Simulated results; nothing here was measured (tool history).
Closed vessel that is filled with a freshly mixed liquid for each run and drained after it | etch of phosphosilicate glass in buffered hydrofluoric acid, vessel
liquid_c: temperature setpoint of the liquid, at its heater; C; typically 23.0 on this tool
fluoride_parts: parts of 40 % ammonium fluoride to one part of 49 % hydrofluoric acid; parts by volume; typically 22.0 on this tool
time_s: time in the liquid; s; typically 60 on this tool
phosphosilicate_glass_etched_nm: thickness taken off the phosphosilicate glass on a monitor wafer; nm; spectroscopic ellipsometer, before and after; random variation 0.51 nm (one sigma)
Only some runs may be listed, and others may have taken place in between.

run      day  liquid_c  fluoride_parts  time_s  read-back film thickness of the phosphosilicate glass reference wafer, read on the same gauge (nm)  phosphosilicate_glass_etched_nm
  1    0.000      23.0            22.0      60                                                                                               78.54                           134.73
       1.638  -- thermometer replaced
  2    2.783      23.0            22.0      60                                                                                               78.42                           134.12
       3.362  -- hydrofluoric acid flow meter replaced
  3    6.862      23.0            22.0      60                                                                                               78.24                           133.36
       8.971  -- gauge calibrated
  4   10.038      26.0            27.0      60                                                                                               79.90                           140.64
  5   12.229      26.0            27.0      60                                                                                               79.91                           140.77
  6   16.071      22.0            22.0      60                                                                                               79.86                           130.21
  7   17.654      22.0            22.0      60                                                                                               79.88                           129.24
  8   19.404      22.0            22.0      60                                                                                               79.87                           129.41
  9   23.150      23.0            16.5      60                                                                                               79.85                           176.46
 10   24.683      23.0            26.0      60                                                                                               79.83                           122.28
 11   28.262      23.0            22.0      60                                                                                               79.81                           136.79
 12   30.442      23.0            22.0      60                                                                                               79.79                           137.21
 13   40.188      26.0            22.0      60                                                                                               79.66                           161.93
 14   51.058      26.0            22.0      60                                                                                               79.43                           161.02
      53.742  -- thermometer replaced
 15   55.396      23.0            22.0      60                                                                                               79.31                           136.59
 16   57.375      23.0            22.0      60                                                                                               79.26                           136.32
 17   60.608      19.0            17.0      30                                                                                               79.16                            68.49
 18   64.971      23.0            15.5      80                                                                                               79.10                           249.30
 19   67.521      26.5            30.0      45                                                                                               78.99                           100.18
 20   71.288      25.0            25.5      60                                                                                               78.88                           137.41
 21   72.967      18.0            27.0      45                                                                                               78.83                            67.00
 22   77.275      25.0            14.5      95                                                                                               78.67                           349.78
 23   81.500      27.5            30.0      75                                                                                               78.55                           175.15
      83.742  -- gauge calibrated
 24   84.121      18.0            25.5      95                                                                                               80.17                           149.01
      84.496  -- hydrofluoric acid flow meter replaced
 25   87.875      23.0            15.0      60                                                                                               80.14                           195.26
 26   91.867      23.0            13.5      30                                                                                               80.15                           108.20
 27   94.800      23.0            30.0      60                                                                                               80.12                           111.05
 28   96.846      23.0            22.0      60                                                                                               80.12                           137.55
      98.688  -- thermometer replaced
 29   99.821      23.0            22.0      60                                                                                               80.11                           137.00
 30  103.325      19.5            22.0      40                                                                                               80.06                            75.53
 31  105.125      26.0            27.0      60                                                                                               80.06                           140.76
 32  109.229      23.0            22.0      60                                                                                               79.97                           136.92

Forecast each of these 4 alternatives for the next run:
  A  109.258      23.0            22.0      60                                                                                                   ?                                ?
  B  109.258      21.5            22.0      45                                                                                                   ?                                ?
  C  109.258      25.0            14.5      90                                                                                                   ?                                ?
  D  109.258      23.0            22.0      40                                                                                                   ?                                ?

run  read-back film thickness of the phosphosilicate glass reference wafer, read on the same gauge (nm)  phosphosilicate_glass_etched_nm
  A                                                                                               79.98                           137.00
  B                                                                                               79.98                            94.55
  C                                                                                               79.98                           335.97
  D                                                                                               79.98                            91.33
Had the tool no hidden state, the same runs would have come out as:
run  phosphosilicate_glass_etched_nm
  A                           137.01
  B                            94.56
  C                           336.00
  D                            91.34
